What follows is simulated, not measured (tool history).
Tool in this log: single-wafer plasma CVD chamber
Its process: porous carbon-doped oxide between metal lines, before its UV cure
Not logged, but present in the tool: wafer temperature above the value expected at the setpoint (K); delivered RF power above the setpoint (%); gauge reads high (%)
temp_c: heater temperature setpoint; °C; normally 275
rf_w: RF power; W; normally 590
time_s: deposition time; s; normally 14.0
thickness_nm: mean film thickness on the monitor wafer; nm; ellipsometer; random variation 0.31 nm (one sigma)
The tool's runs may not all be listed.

| run | hour | temp_c | rf_w | time_s | wafers since the last listed run | hours since the last thermocouple change | hours since the last RF generator calibration | hours since the showerhead was replaced | hours since the gauge calibration | read-back reference wafer on the same gauge, thickness_nm | thickness_nm |
|---|---|---|---|---|---|---|---|---|---|---|---|
| 1 | 0.0 | 275 | 590 | 14.0 | 0 | 2596.4 | 1519.0 | 4127.1 | 3516.8 | 96.254 | 101.077 |
|  | 23.9 | RF generator calibrated |
| 2 | 94.7 | 275 | 590 | 14.0 | 2073 | 2691.1 | 70.8 | 4221.8 | 3611.5 | 96.271 | 103.093 |
| 3 | 183.5 | 263 | 590 | 14.0 | 2123 | 2779.9 | 159.6 | 4310.6 | 3700.3 | 96.349 | 110.760 |
| 4 | 248.0 | 263 | 590 | 14.0 | 1542 | 2844.4 | 224.1 | 4375.1 | 3764.8 | 96.274 | 110.382 |
| 5 | 315.9 | 275 | 590 | 14.0 | 1623 | 2912.3 | 292.0 | 4443.0 | 3832.7 | 96.312 | 101.937 |
| 6 | 353.7 | 275 | 590 | 14.0 | 903 | 2950.1 | 329.8 | 4480.8 | 3870.5 | 96.468 | 102.088 |
|  | 396.7 | gauge calibrated |
| 7 | 398.9 | 275 | 590 | 14.0 | 1080 | 2995.3 | 375.0 | 4526.0 | 2.2 | 96.213 | 101.989 |
| 8 | 476.8 | 275 | 590 | 14.0 | 1862 | 3073.2 | 452.9 | 4603.9 | 80.1 | 96.262 | 102.343 |
| 9 | 566.3 | 275 | 590 | 14.0 | 2140 | 3162.7 | 542.4 | 4693.4 | 169.6 | 96.274 | 101.570 |
| 10 | 625.6 | 275 | 590 | 14.0 | 1418 | 3222.0 | 601.7 | 4752.7 | 228.9 | 96.321 | 101.626 |
| 11 | 673.6 | 275 | 590 | 14.0 | 1147 | 3270.0 | 649.7 | 4800.7 | 276.9 | 96.271 | 101.745 |
|  | 704.4 | thermocouple changed; heater temperature recalibrated |
| 12 | 754.9 | 275 | 590 | 14.0 | 1752 | 50.5 | 731.0 | 4882.0 | 358.2 | 96.476 | 97.822 |
| 13 | 835.1 | 275 | 590 | 14.0 | 1917 | 130.7 | 811.2 | 4962.2 | 438.4 | 96.285 | 97.615 |
| 14 | 917.2 | 275 | 540 | 14.0 | 1963 | 212.8 | 893.3 | 5044.3 | 520.5 | 96.413 | 94.125 |
| 15 | 1023.8 | 267 | 590 | 16.8 | 2549 | 319.4 | 999.9 | 5150.9 | 627.1 | 96.425 | 122.771 |
| 16 | 1087.4 | 270 | 590 | 14.0 | 1520 | 383.0 | 1063.5 | 5214.5 | 690.7 | 96.345 | 100.994 |
| 17 | 1195.4 | 270 | 590 | 15.9 | 2582 | 491.0 | 1171.5 | 5322.5 | 798.7 | 96.285 | 114.298 |
| 18 | 1245.3 | 275 | 540 | 14.0 | 1193 | 540.9 | 1221.4 | 5372.4 | 848.6 | 96.225 | 94.215 |
|  | 1287.4 | showerhead replaced |
| 19 | 1318.2 | 275 | 590 | 14.0 | 1551 | 613.8 | 1294.3 | 30.8 | 921.5 | 96.096 | 98.411 |
| 20 | 1383.1 | 286 | 530 | 12.8 | 1551 | 678.7 | 1359.2 | 95.7 | 986.4 | 96.124 | 80.488 |
| 21 | 1423.1 | 275 | 590 | 13.2 | 956 | 718.7 | 1399.2 | 135.7 | 1026.4 | 96.209 | 94.216 |
|  | 1432.6 | RF generator calibrated |
| 22 | 1530.9 | 279 | 485 | 16.1 | 2386 | 826.5 | 98.3 | 243.5 | 1134.2 | 96.241 | 102.097 |
| 23 | 1607.2 | 275 | 590 | 14.0 | 1824 | 902.8 | 174.6 | 319.8 | 1210.5 | 96.189 | 100.354 |
| 24 | 1697.1 | 275 | 660 | 14.0 | 2149 | 992.7 | 264.5 | 409.7 | 1300.4 | 96.243 | 107.447 |
| 25 | 1789.0 | 265 | 590 | 14.0 | 2197 | 1084.6 | 356.4 | 501.6 | 1392.3 | 96.222 | 107.116 |
| 26 | 2026.2 | 275 | 590 | 14.0 | 5672 | 1321.8 | 593.6 | 738.8 | 1629.5 | 96.281 | 100.320 |
| 27 | 2077.8 | 275 | 590 | 14.0 | 1233 | 1373.4 | 645.2 | 790.4 | 1681.1 | 96.224 | 100.649 |
| 28 | 2178.1 | 275 | 635 | 16.5 | 2398 | 1473.7 | 745.5 | 890.7 | 1781.4 | 96.363 | 122.164 |
| 29 | 2222.8 | 262 | 530 | 11.6 | 1068 | 1518.4 | 790.2 | 935.4 | 1826.1 | 96.289 | 86.369 |
| 30 | 2315.6 | 284 | 590 | 16.2 | 2219 | 1611.2 | 883.0 | 1028.2 | 1918.9 | 96.266 | 110.172 |
| 31 | 2366.5 | 290 | 590 | 11.2 | 1217 | 1662.1 | 933.9 | 1079.1 | 1969.8 | 96.397 | 73.915 |
| 32 | 2449.5 | 270 | 545 | 15.9 | 1984 | 1745.1 | 1016.9 | 1162.1 | 2052.8 | 96.185 | 112.438 |
| 33 | 2546.8 | 285 | 590 | 15.2 | 2326 | 1842.4 | 1114.2 | 1259.4 | 2150.1 | 96.151 | 102.106 |

Below, some changes in thickness_nm between adjacent runs. For each, the amount present without the hidden state too (settings, incoming material, random variation) and the amount remaining for the hidden state with gauge scatter not shared by both compared results:
Run 1 -> 2: RF generator calibrated. thickness_nm +2.016 nm: hidden state +1.554, all else +0.462.
Run 11 -> 12: thermocouple changed; heater temperature recalibrated. thickness_nm -3.923 nm: hidden state -4.082, all else +0.159.
Run 21 -> 22: temp_c 275 -> 279, rf_w 590 -> 485, time_s 13.2 -> 16.1, RF generator calibrated. thickness_nm +7.881 nm: hidden state +1.717, all else +6.164.
Run 28 -> 29: temp_c 275 -> 262, rf_w 635 -> 530, time_s 16.5 -> 11.6. thickness_nm -35.795 nm: hidden state -0.503, all else -35.292.
Run 30 -> 31: temp_c 284 -> 290, time_s 16.2 -> 11.2. thickness_nm -36.257 nm: hidden state -0.634, all else -35.623.
Run 31 -> 32: temp_c 290 -> 270, rf_w 590 -> 545, time_s 11.2 -> 15.9. thickness_nm +38.523 nm: hidden state +0.880, all else +37.643.
